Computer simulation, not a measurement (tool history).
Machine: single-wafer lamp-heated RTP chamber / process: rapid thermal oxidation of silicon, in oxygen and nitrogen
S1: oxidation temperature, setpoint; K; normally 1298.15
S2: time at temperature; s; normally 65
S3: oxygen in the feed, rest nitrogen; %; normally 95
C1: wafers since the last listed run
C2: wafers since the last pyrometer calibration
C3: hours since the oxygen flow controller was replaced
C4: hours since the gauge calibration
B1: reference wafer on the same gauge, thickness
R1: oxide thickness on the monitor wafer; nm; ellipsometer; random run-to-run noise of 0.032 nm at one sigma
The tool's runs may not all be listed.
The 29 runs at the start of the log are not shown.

{"run": 30, "hour": 1495.6, "S1": 1298.15, "S2": 65, "S3": 95, "C1": 264, "C2": 3918, "C3": 659.2, "C4": 570.5, "B1": 8.111, "R1": 6.974}
{"run": 31, "hour": 1560.5, "S1": 1276.15, "S2": 50, "S3": 98, "C1": 712, "C2": 4631, "C3": 724.1, "C4": 635.4, "B1": 8.108, "R1": 5.409}
{"run": 32, "hour": 1704.0, "S1": 1270.15, "S2": 54, "S3": 95, "C1": 1575, "C2": 6206, "C3": 867.6, "C4": 778.9, "B1": 8.115, "R1": 5.296}
{"run": 33, "hour": 1737.7, "S1": 1315.15, "S2": 65, "S3": 95, "C1": 370, "C2": 6577, "C3": 901.3, "C4": 812.6, "B1": 8.103, "R1": 7.97}
{"hour": 1785.1, "done": "pyrometer window cleaned and pyrometer calibrated"}
{"run": 34, "hour": 1785.6, "S1": 1313.15, "S2": 76, "S3": 98, "C1": 438, "C2": 5, "C3": 949.2, "C4": 860.5, "B1": 8.098, "R1": 8.301}
{"run": 35, "hour": 1845.9, "S1": 1281.15, "S2": 40, "S3": 95, "C1": 662, "C2": 667, "C3": 1009.5, "C4": 920.8, "B1": 8.113, "R1": 4.95}
{"run": 36, "hour": 1898.6, "S1": 1298.15, "S2": 83, "S3": 95, "C1": 578, "C2": 1246, "C3": 1062.2, "C4": 973.5, "B1": 8.118, "R1": 7.711}
{"run": 37, "hour": 1958.1, "S1": 1298.15, "S2": 33, "S3": 98, "C1": 653, "C2": 1899, "C3": 1121.7, "C4": 1033.0, "B1": 8.099, "R1": 5.243}

Alternative continuations, all from the tool just after run 37; predict every row:
{"run": "A", "hour": 1958.6, "S1": 1298.15, "S2": 65, "S3": 95, "C1": 5, "C2": 1905, "C3": 1122.2, "C4": 1033.5, "B1": "?", "R1": "?"}
{"run": "B", "hour": 1958.6, "S1": 1298.15, "S2": 41, "S3": 95, "C1": 5, "C2": 1905, "C3": 1122.2, "C4": 1033.5, "B1": "?", "R1": "?"}
{"run": "C", "hour": 1958.6, "S1": 1285.15, "S2": 33, "S3": 98, "C1": 5, "C2": 1905, "C3": 1122.2, "C4": 1033.5, "B1": "?", "R1": "?"}
{"run": "D", "hour": 1958.6, "S1": 1312.15, "S2": 49, "S3": 73, "C1": 5, "C2": 1905, "C3": 1122.2, "C4": 1033.5, "B1": "?", "R1": "?"}
{"run": "E", "hour": 1958.6, "S1": 1298.15, "S2": 37, "S3": 95, "C1": 5, "C2": 1905, "C3": 1122.2, "C4": 1033.5, "B1": "?", "R1": "?"}

run=A B1=8.110 R1=6.978
run=B B1=8.110 R1=5.698
run=C B1=8.110 R1=4.791
run=D B1=8.110 R1=6.188
run=E B1=8.110 R1=5.451
Take away the tool's hidden state, keep each run's random variation, and the runs would have read:
run=A R1=6.869
run=B R1=5.610
run=C R1=4.717
run=D R1=6.094
run=E R1=5.367

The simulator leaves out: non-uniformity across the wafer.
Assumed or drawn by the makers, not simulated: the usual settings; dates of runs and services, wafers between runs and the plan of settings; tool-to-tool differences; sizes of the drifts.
